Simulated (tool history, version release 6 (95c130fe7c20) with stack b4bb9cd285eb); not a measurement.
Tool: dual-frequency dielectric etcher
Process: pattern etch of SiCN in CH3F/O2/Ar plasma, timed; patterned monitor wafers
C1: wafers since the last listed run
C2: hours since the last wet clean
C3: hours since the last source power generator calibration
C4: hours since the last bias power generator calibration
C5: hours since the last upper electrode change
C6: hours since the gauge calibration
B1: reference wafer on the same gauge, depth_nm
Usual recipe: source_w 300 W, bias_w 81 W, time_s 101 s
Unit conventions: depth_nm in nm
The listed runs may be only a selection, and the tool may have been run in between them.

Run 1, day 0: usual settings; C1 0; C2 396.2; C3 3477.4; C4 1967; C5 5685.6; C6 172.3; B1 34.14. Result: depth_nm 41.4 nm.
Run 2, day 1.162: usual settings; C1 212; C2 424.1; C3 3505.3; C4 1994.9; C5 5713.5; C6 200.2; B1 34.18. Result: depth_nm 41.53 nm.
Run 3, day 2.438: usual settings; C1 233; C2 454.7; C3 3535.9; C4 2025.5; C5 5744.1; C6 230.8; B1 34.17. Result: depth_nm 41.23 nm.
Run 4, day 2.942: usual settings; C1 92; C2 466.8; C3 3548; C4 2037.6; C5 5756.2; C6 242.9; B1 34.13. Result: depth_nm 41.33 nm.
Run 5, day 3.771: usual settings; C1 151; C2 486.7; C3 3567.9; C4 2057.5; C5 5776.1; C6 262.8; B1 34.07. Result: depth_nm 41.39 nm.
Run 6, day 4.975: usual settings; C1 220; C2 515.6; C3 3596.8; C4 2086.4; C5 5805; C6 291.7; B1 34.12. Result: depth_nm 41.23 nm.
Run 7, day 6.212: usual settings; C1 226; C2 545.3; C3 3626.5; C4 2116.1; C5 5834.7; C6 321.4; B1 34.11. Result: depth_nm 41.39 nm.
Run 8, day 7.371: usual settings; C1 212; C2 573.1; C3 3654.3; C4 2143.9; C5 5862.5; C6 349.2; B1 34.11. Result: depth_nm 41.45 nm.
At day 7.562: gauge calibrated.
Run 9, day 8.396: usual settings; C1 187; C2 597.7; C3 3678.9; C4 2168.5; C5 5887.1; C6 20; B1 34.4. Result: depth_nm 41.71 nm.
Run 10, day 9.454: usual settings; C1 193; C2 623.1; C3 3704.3; C4 2193.9; C5 5912.5; C6 45.4; B1 34.31. Result: depth_nm 41.61 nm.
At day 9.65: bias power generator calibrated.
Run 11, day 9.983: usual settings; C1 66; C2 635.8; C3 3717; C4 8; C5 5925.2; C6 58.1; B1 34.29. Result: depth_nm 41.58 nm.
At day 11.488: wet clean of the chamber.
Run 12, day 11.508: usual settings; C1 96; C2 0.5; C3 3753.6; C4 44.6; C5 5961.8; C6 94.7; B1 34.19. Result: depth_nm 41.27 nm.
Run 13, day 11.525: usual settings but source_w 240 W, bias_w 99 W, time_s 121.5 s; C1 3; C2 0.9; C3 3754; C4 45; C5 5962.2; C6 95.1; B1 34.24. Result: depth_nm 47.61 nm.
Run 14, day 12.15: usual settings but bias_w 96 W, time_s 110 s; C1 114; C2 15.9; C3 3769; C4 60; C5 5977.2; C6 110.1; B1 34.2. Result: depth_nm 48.34 nm.
At day 13.862: upper electrode replaced.
Run 15, day 15.904: usual settings but source_w 260 W, bias_w 65 W; C1 504; C2 106; C3 3859.1; C4 150.1; C5 49; C6 200.2; B1 34.08. Result: depth_nm 35.04 nm.
Run 16, day 16.542: usual settings but bias_w 68 W, time_s 71 s; C1 116; C2 121.3; C3 3874.4; C4 165.4; C5 64.3; C6 215.5; B1 34.1. Result: depth_nm 27.19 nm.
Run 17, day 17.054: usual settings but source_w 220 W; C1 93; C2 133.6; C3 3886.7; C4 177.7; C5 76.6; C6 227.8; B1 34.13. Result: depth_nm 34.42 nm.
At day 17.85: source power generator calibrated.
Run 18, day 18.462: usual settings; C1 227; C2 167.4; C3 14.7; C4 211.5; C5 110.4; C6 261.6; B1 34.1. Result: depth_nm 41.16 nm.
Run 19, day 18.983: usual settings but bias_w 100 W, time_s 123.5 s; C1 95; C2 179.9; C3 27.2; C4 224; C5 122.9; C6 274.1; B1 34.04. Result: depth_nm 54.69 nm.
At day 19.238: gauge calibrated.
Run 20, day 20.183: usual settings but bias_w 76 W; C1 219; C2 208.7; C3 56; C4 252.8; C5 151.7; C6 22.7; B1 34.47. Result: depth_nm 40.64 nm.
Run 21, day 20.862: usual settings but source_w 260 W, bias_w 90 W; C1 124; C2 225; C3 72.3; C4 269.1; C5 168; C6 39; B1 34.36. Result: depth_nm 40 nm.
Run 22, day 22.204: usual settings but bias_w 76 W; C1 245; C2 257.2; C3 104.5; C4 301.3; C5 200.2; C6 71.2; B1 34.28. Result: depth_nm 40.54 nm.
Run 23, day 23.138: usual settings but bias_w 93 W, time_s 79.5 s; C1 170; C2 279.6; C3 126.9; C4 323.7; C5 222.6; C6 93.6; B1 34.27. Result: depth_nm 34.38 nm.

What differs in the tool's unlogged condition from the final listed run ahead of each entry between runs to the first listed run following it?
Between runs 8 and 9: gauge calibrated (day 7.562)
  gauge reads high (%): -1.14 -> -0.236
  the result without the hidden state subtracted from the measured one, depth_nm: -0.48 -> -0.09 nm
Between runs 10 and 11: bias power generator calibrated (day 9.65)
  gauge reads high (%): -0.472 -> -0.57
  the result without the hidden state subtracted from the measured one, depth_nm: -0.2 -> -0.24 nm
Between runs 11 and 12: wet clean of the chamber (day 11.488)
  gauge reads high (%): -0.57 -> -0.794
  the result without the hidden state subtracted from the measured one, depth_nm: -0.24 -> -0.33 nm
Between runs 14 and 15: upper electrode replaced (day 13.862)
  gauge reads high (%): -0.867 -> -1.13
  the result without the hidden state subtracted from the measured one, depth_nm: -0.42 -> -0.4 nm
Between runs 17 and 18: source power generator calibrated (day 17.85)
  gauge reads high (%): -1.18 -> -1.22
  the result without the hidden state subtracted from the measured one, depth_nm: -0.41 -> -0.51 nm
Between runs 19 and 20: gauge calibrated (day 19.238)
  gauge reads high (%): -1.23 -> -0.2
  the result without the hidden state subtracted from the measured one, depth_nm: -0.68 -> -0.08 nm
